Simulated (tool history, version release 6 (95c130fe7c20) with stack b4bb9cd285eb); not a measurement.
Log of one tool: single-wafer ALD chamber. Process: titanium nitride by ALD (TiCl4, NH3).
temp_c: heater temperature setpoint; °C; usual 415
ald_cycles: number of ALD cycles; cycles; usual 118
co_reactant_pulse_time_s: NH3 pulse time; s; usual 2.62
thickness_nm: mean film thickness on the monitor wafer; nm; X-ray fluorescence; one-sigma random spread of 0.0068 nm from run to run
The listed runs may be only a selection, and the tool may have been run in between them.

run     day  temp_c  ald_cycles  co_reactant_pulse_time_s  wafers since the last listed run  hours since the last thermocouple change  hours since the showerhead was replaced  hours since the gauge calibration  read-back reference wafer on the same gauge, thickness_nm  thickness_nm
  1       0     415         118                      2.62                                 0                                    2038.7                                   4915.2                               12.3                                                      2.432         2.696
  2   0.342     415         118                      2.62                                15                                    2046.9                                   4923.4                               20.5                                                      2.429         2.701
  3   0.667     415         118                      2.62                                14                                    2054.7                                   4931.2                               28.3                                                      2.429         2.697
  4   0.996     415         134                      2.31                                14                                    2062.6                                   4939.1                               36.2                                                      2.431         3.046
  5   1.442     415         134                      2.31                                19                                    2073.3                                   4949.8                               46.9                                                       2.43         3.053
  6   1.879     415         134                      2.31                                19                                    2083.8                                   4960.3                               57.4                                                       2.43          3.05
  7   2.442     420         134                      2.62                                25                                    2097.3                                   4973.8                               70.9                                                       2.43         3.074
  8   2.996     420         134                      2.62                                24                                    2110.6                                   4987.1                               84.2                                                      2.429          3.07
  9   3.346     415         118                      1.94                                15                                      2119                                   4995.5                               92.6                                                      2.429         2.656
 10   3.954     415         118                      2.62                                27                                    2133.6                                   5010.1                              107.2                                                       2.43         2.709
 11   4.367     415         118                      2.62                                18                                    2143.5                                     5020                              117.1                                                      2.432         2.702
 12   4.746     415         118                      2.62                                16                                    2152.6                                   5029.1                              126.2                                                      2.431         2.701
       5.25  -- showerhead replaced
 13   5.271     415         134                      3.39                                 8                                    2165.2                                      0.5                              138.8                                                       2.43         3.097
      5.554  -- gauge calibrated
 14   5.779     415         118                      2.62                                22                                    2177.4                                     12.7                                5.4                                                      2.429         2.698
 15   6.283     407         118                      2.34                                22                                    2189.5                                     24.8                               17.5                                                      2.429         2.682
 16   6.892     415         118                      2.62                                27                                    2204.1                                     39.4                               32.1                                                       2.43         2.702
      7.333  -- thermocouple changed; heater temperature recalibrated
 17     8.4     415          96                      2.21                                52                                      25.6                                     75.6                               68.3                                                      2.431         2.189
 18   9.117     415         101                      1.76                                32                                      42.8                                     92.8                               85.5                                                       2.43         2.246
 19   9.671     415         118                      2.62                                24                                      56.1                                    106.1                               98.8                                                      2.431         2.709
 20  10.246     415         100                      3.33                                25                                      69.9                                    119.9                              112.6                                                      2.431         2.313
 21  10.825     411         118                      3.36                                25                                      83.8                                    133.8                              126.5                                                      2.432         2.726
 22  11.121     426         108                       3.5                                13                                      90.9                                    140.9                              133.6                                                       2.43         2.504

Each row is a separate what-if for the run after 22, all from the same tool condition, not one after another. Results?
  A  11.15     415         118                      2.62                                 1                                      91.6                                    141.6                              134.3                                                          ?             ?
  B  11.15     406         131                      2.18                                 1                                      91.6                                    141.6                              134.3                                                          ?             ?
  C  11.15     425         108                      2.62                                 1                                      91.6                                    141.6                              134.3                                                          ?             ?
  D  11.15     415         118                       1.6                                 1                                      91.6                                    141.6                              134.3                                                          ?             ?

run  read-back reference wafer on the same gauge, thickness_nm  thickness_nm
  A                                                      2.429         2.703
  B                                                      2.429         2.959
  C                                                      2.429          2.48
  D                                                      2.429         2.595
Without the tool's unlogged condition, the same runs would have read:
run  thickness_nm
  A         2.703
  B         2.959
  C          2.48
  D         2.595
